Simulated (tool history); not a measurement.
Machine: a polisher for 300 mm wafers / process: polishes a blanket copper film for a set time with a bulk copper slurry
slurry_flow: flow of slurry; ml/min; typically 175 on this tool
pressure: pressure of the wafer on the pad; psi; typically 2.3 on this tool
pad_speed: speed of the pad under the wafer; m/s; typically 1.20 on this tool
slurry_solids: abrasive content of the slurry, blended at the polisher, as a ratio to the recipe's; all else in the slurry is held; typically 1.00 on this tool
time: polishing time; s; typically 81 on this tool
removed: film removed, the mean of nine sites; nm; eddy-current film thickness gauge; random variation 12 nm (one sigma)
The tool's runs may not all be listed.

| run | day | slurry_flow | pressure | pad_speed | slurry_solids | time | incoming thickness of the incoming film, nm | removed |
|---|---|---|---|---|---|---|---|---|
| 1 | 0.000 | 175 | 2.3 | 1.20 | 1.20 | 81 | 3747.0 | 850.8 |
| 2 | 1.808 | 175 | 2.3 | 1.20 | 1.10 | 81 | 3732.4 | 799.5 |
| 3 | 4.517 | 175 | 2.3 | 1.20 | 1.10 | 81 | 3773.3 | 788.0 |
| 4 | 7.042 | 175 | 2.3 | 1.20 | 1.10 | 81 | 3786.6 | 846.5 |
| 5 | 9.958 | 175 | 2.8 | 1.20 | 1.00 | 81 | 3680.5 | 960.5 |
| 6 | 11.338 | 175 | 2.8 | 1.20 | 1.00 | 81 | 3731.6 | 994.8 |
| 7 | 14.067 | 175 | 2.8 | 1.20 | 1.00 | 81 | 3686.5 | 974.0 |
| 8 | 16.604 | 175 | 2.1 | 1.20 | 1.00 | 81 | 3712.9 | 751.9 |
| 9 | 18.367 | 175 | 2.3 | 1.20 | 1.00 | 81 | 3723.8 | 820.9 |
| 10 | 20.688 | 175 | 2.3 | 1.20 | 1.00 | 81 | 3671.1 | 782.6 |
| 11 | 22.704 | 175 | 2.3 | 1.20 | 1.00 | 81 | 3794.5 | 755.9 |
| 12 | 25.308 | 175 | 2.3 | 1.20 | 1.00 | 81 | 3769.4 | 857.3 |
| 13 | 28.175 | 175 | 2.3 | 1.20 | 1.00 | 81 | 3723.8 | 837.3 |
| 14 | 29.625 | 175 | 2.3 | 1.52 | 1.00 | 81 | 3753.1 | 1019.6 |
| 15 | 31.708 | 175 | 2.3 | 1.20 | 1.00 | 81 | 3745.3 | 834.3 |
| 16 | 33.692 | 210 | 2.3 | 1.20 | 0.85 | 81 | 3715.3 | 793.8 |
| 17 | 36.358 | 175 | 2.3 | 1.20 | 1.00 | 81 | 3747.8 | 799.5 |
| 18 | 38.254 | 175 | 2.3 | 1.20 | 0.90 | 70 | 3748.9 | 646.6 |
| 19 | 41.238 | 175 | 2.3 | 1.20 | 1.30 | 89 | 3740.9 | 1005.8 |
| 20 | 43.425 | 205 | 1.8 | 1.20 | 1.15 | 92 | 3723.9 | 833.8 |
| 21 | 45.921 | 175 | 2.3 | 1.02 | 0.85 | 101 | 3700.5 | 818.4 |
| 22 | 48.554 | 175 | 2.3 | 1.20 | 1.00 | 81 | 3760.4 | 830.6 |
| 23 | 50.183 | 175 | 2.0 | 0.98 | 1.00 | 81 | 3730.7 | 589.6 |
| 24 | 52.125 | 120 | 1.7 | 1.06 | 1.10 | 81 | 3734.1 | 554.6 |
| 25 | 59.271 | 175 | 2.5 | 1.00 | 1.00 | 59 | 3736.8 | 538.4 |
| 26 | 61.162 | 175 | 2.3 | 0.90 | 1.00 | 69 | 3711.3 | 522.8 |
| 27 | 64.104 | 175 | 2.3 | 1.20 | 1.00 | 81 | 3720.6 | 852.3 |
| 28 | 66.404 | 175 | 2.6 | 0.98 | 0.75 | 93 | 3702.2 | 761.3 |
| 29 | 68.938 | 175 | 2.3 | 1.20 | 1.00 | 81 | 3729.2 | 788.7 |

Between the runs listed above, the log contained 16 entries, not reproduced here. Where in the sequence does each belong, and how does what the log doesn't record of the tool's condition differ from the listed run before to the listed run after?
Run 2 -> run 3: worn pad replaced by a new one (day 3.662)
  slurry flow missing at the pad, %: 34.9 -> 47.4
  difference, measured minus the result without the unlogged condition, removed: -56.6 -> -91.6 nm
Run 3 -> run 4: slurry nozzle cleaned (day 4.983)
  slurry flow missing at the pad, %: 47.4 -> 3.7
  difference, measured minus the result without the unlogged condition, removed: -91.6 -> -4.4 nm
Run 5 -> run 6: slurry blender recalibrated (day 10.767)
  slurry flow missing at the pad, %: 6.51 -> 8.65
  difference, measured minus the result without the unlogged condition, removed: -9.0 -> -12.7 nm
Run 8 -> run 9: worn pad replaced by a new one (day 17.212)
  slurry flow missing at the pad, %: 21.6 -> 27.6
  difference, measured minus the result without the unlogged condition, removed: -27.7 -> -41.7 nm
Run 11 -> run 12: slurry nozzle cleaned (day 23.350); head pressure recalibrated (day 25.112)
  slurry flow missing at the pad, %: 46.1 -> 1.28
  difference, measured minus the result without the unlogged condition, removed: -83.8 -> -1.5 nm
Run 12 -> run 13: slurry blender recalibrated (day 26.925)
  slurry flow missing at the pad, %: 1.28 -> 3.94
  difference, measured minus the result without the unlogged condition, removed: -1.5 -> -4.7 nm
Run 14 -> run 15: worn pad replaced by a new one (day 30.304)
  slurry flow missing at the pad, %: 6.14 -> 10.3
  difference, measured minus the result without the unlogged condition, removed: -9.0 -> -13.0 nm
Run 18 -> run 19: slurry nozzle cleaned (day 39.050)
  slurry flow missing at the pad, %: 31.2 -> 3.76
  difference, measured minus the result without the unlogged condition, removed: -38.7 -> -5.3 nm
Run 19 -> run 20: slurry blender recalibrated (day 42.346)
  slurry flow missing at the pad, %: 3.76 -> 5.72
  difference, measured minus the result without the unlogged condition, removed: -5.3 -> -5.9 nm
Run 20 -> run 21: worn pad replaced by a new one (day 44.438)
  slurry flow missing at the pad, %: 5.72 -> 9.57
  difference, measured minus the result without the unlogged condition, removed: -5.9 -> -11.7 nm
Run 24 -> run 25: slurry blender recalibrated (day 54.688); slurry nozzle cleaned (day 55.342)
  slurry flow missing at the pad, %: 26.5 -> 5.05
  difference, measured minus the result without the unlogged condition, removed: -36.4 -> -3.9 nm
Run 25 -> run 26: head pressure recalibrated (day 60.383); worn pad replaced by a new one (day 60.400)
  slurry flow missing at the pad, %: 5.05 -> 7.57
  difference, measured minus the result without the unlogged condition, removed: -3.9 -> -5.8 nm
Run 28 -> run 29: slurry blender recalibrated (day 67.129)
  slurry flow missing at the pad, %: 19.7 -> 28.2
  difference, measured minus the result without the unlogged condition, removed: -25.0 -> -41.2 nm
